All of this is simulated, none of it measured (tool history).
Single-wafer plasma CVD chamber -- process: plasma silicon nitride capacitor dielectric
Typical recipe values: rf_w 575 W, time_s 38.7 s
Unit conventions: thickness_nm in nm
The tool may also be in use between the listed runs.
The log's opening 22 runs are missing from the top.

| run | hour | rf_w | time_s | wafers since the last listed run | hours since the last RF generator calibration | hours since the showerhead was replaced | hours since the gauge calibration | read-back reference wafer on the same gauge, thickness_nm | thickness_nm |
|---|---|---|---|---|---|---|---|---|---|
| 23 | 1358.4 | 630 | 33 | 1173 | 499.5 | 165.7 | 644.2 | 58.585 | 52.889 |
| 24 | 1416.9 | 685 | 43.2 | 987 | 558 | 224.2 | 702.7 | 58.499 | 71.902 |
| 25 | 1454.7 | 475 | 35.3 | 638 | 595.8 | 262 | 740.5 | 58.431 | 49.283 |
| 26 | 1514.3 | 530 | 31.3 | 1006 | 655.4 | 321.6 | 800.1 | 58.392 | 46.549 |
| 27 | 1562 | 470 | 34.5 | 805 | 703.1 | 369.3 | 847.8 | 58.53 | 48.176 |
| 28 | 1586.5 | 575 | 38.7 | 413 | 727.6 | 393.8 | 872.3 | 58.44 | 58.956 |
| 29 | 1621.1 | 475 | 35.9 | 584 | 762.2 | 428.4 | 906.9 | 58.368 | 50.05 |
| 30 | 1665.2 | 575 | 38.7 | 744 | 806.3 | 472.5 | 951 | 58.437 | 59.581 |

What if the next run were any one of these 4? Each begins from the tool's condition after run 30:
| A | 1665.6 | 575 | 38.7 | 6 | 806.7 | 472.9 | 951.4 | ? | ? |
| B | 1665.6 | 670 | 42.6 | 6 | 806.7 | 472.9 | 951.4 | ? | ? |
| C | 1665.6 | 575 | 46.2 | 6 | 806.7 | 472.9 | 951.4 | ? | ? |
| D | 1665.6 | 505 | 42.2 | 6 | 806.7 | 472.9 | 951.4 | ? | ? |

| run | read-back reference wafer on the same gauge, thickness_nm | thickness_nm |
|---|---|---|
| A | 58.294 | 59.161 |
| B | 58.294 | 69.782 |
| C | 58.294 | 70.626 |
| D | 58.294 | 60.54 |
With the hidden condition removed and each run's random variation left untouched, the same runs would have given:
| run | thickness_nm |
|---|---|
| A | 61.175 |
| B | 72.159 |
| C | 73.031 |
| D | 62.601 |
